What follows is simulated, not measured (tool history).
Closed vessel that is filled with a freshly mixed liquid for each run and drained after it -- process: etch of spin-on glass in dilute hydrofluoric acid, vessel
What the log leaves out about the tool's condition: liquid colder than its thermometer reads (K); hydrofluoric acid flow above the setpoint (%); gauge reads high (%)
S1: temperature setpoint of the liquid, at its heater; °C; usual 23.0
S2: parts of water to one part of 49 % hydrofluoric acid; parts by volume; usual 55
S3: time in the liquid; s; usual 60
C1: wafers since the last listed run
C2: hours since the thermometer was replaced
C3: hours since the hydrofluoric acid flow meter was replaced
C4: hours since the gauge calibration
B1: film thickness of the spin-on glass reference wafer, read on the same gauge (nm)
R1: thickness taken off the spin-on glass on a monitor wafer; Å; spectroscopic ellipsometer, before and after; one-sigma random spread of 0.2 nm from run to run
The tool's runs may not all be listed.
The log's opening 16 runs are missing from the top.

run,hour,S1,S2,S3,C1,C2,C3,C4,B1,R1
17,1172.8,23.0,55,60,5077,800.3,955.2,589.5,140.00,484.3
18,1239.3,23.0,55,85,4430,866.8,1021.7,656.0,140.00,693.2
19,1339.9,24.5,55,75,6703,967.4,1122.3,756.6,140.00,645.6
20,1398.5,20.0,45,35,3904,1026.0,1180.9,815.2,139.99,310.5
21,1467.7,20.5,55,40,4610,1095.2,1250.1,884.4,140.00,292.8
# hour 1489.5: thermometer replaced
22,1521.3,26.5,55,80,3504,31.8,1303.7,938.0,140.00,774.9
23,1573.7,19.0,55,60,3491,84.2,1356.1,990.4,139.99,424.4
# hour 1609.8: hydrofluoric acid flow meter replaced
24,1634.6,23.0,55,60,3991,145.1,24.8,1051.3,140.02,488.9
25,1687.1,23.0,55,60,3498,197.6,77.3,1103.8,140.00,489.1
26,1980.7,23.0,70,60,19562,491.2,370.9,1397.4,139.99,376.7
27,2068.7,20.5,40,40,5863,579.2,458.9,1485.4,140.02,411.4
28,2109.9,21.5,55,60,2745,620.4,500.1,1526.6,140.00,458.7
29,2192.9,23.0,25,60,5530,703.4,583.1,1609.6,140.02,1118.2
30,2246.8,18.0,55,95,3591,757.3,637.0,1663.5,140.00,627.5
31,2336.6,23.0,55,50,5983,847.1,726.8,1753.3,140.01,407.9
32,2406.3,23.0,55,60,4644,916.8,796.5,1823.0,140.00,485.0

Consider 5 possible next runs. They are alternatives, not a sequence: every one starts from the tool as it was left by run 32. What does each give?
A,2407.0,23.0,55,60,46,917.5,797.2,1823.7,?,?
B,2407.0,21.5,55,35,46,917.5,797.2,1823.7,?,?
C,2407.0,27.0,55,60,46,917.5,797.2,1823.7,?,?
D,2407.0,25.0,65,85,46,917.5,797.2,1823.7,?,?
E,2407.0,26.5,55,60,46,917.5,797.2,1823.7,?,?

run,B1,R1
A,139.99,485.5
B,139.99,266.0
C,139.99,571.7
D,139.99,623.7
E,139.99,560.3
The same runs, with their run-to-run variation unchanged, on a tool lacking any hidden condition would have given:
run,R1
A,488.5
B,267.7
C,574.8
D,627.1
E,563.4

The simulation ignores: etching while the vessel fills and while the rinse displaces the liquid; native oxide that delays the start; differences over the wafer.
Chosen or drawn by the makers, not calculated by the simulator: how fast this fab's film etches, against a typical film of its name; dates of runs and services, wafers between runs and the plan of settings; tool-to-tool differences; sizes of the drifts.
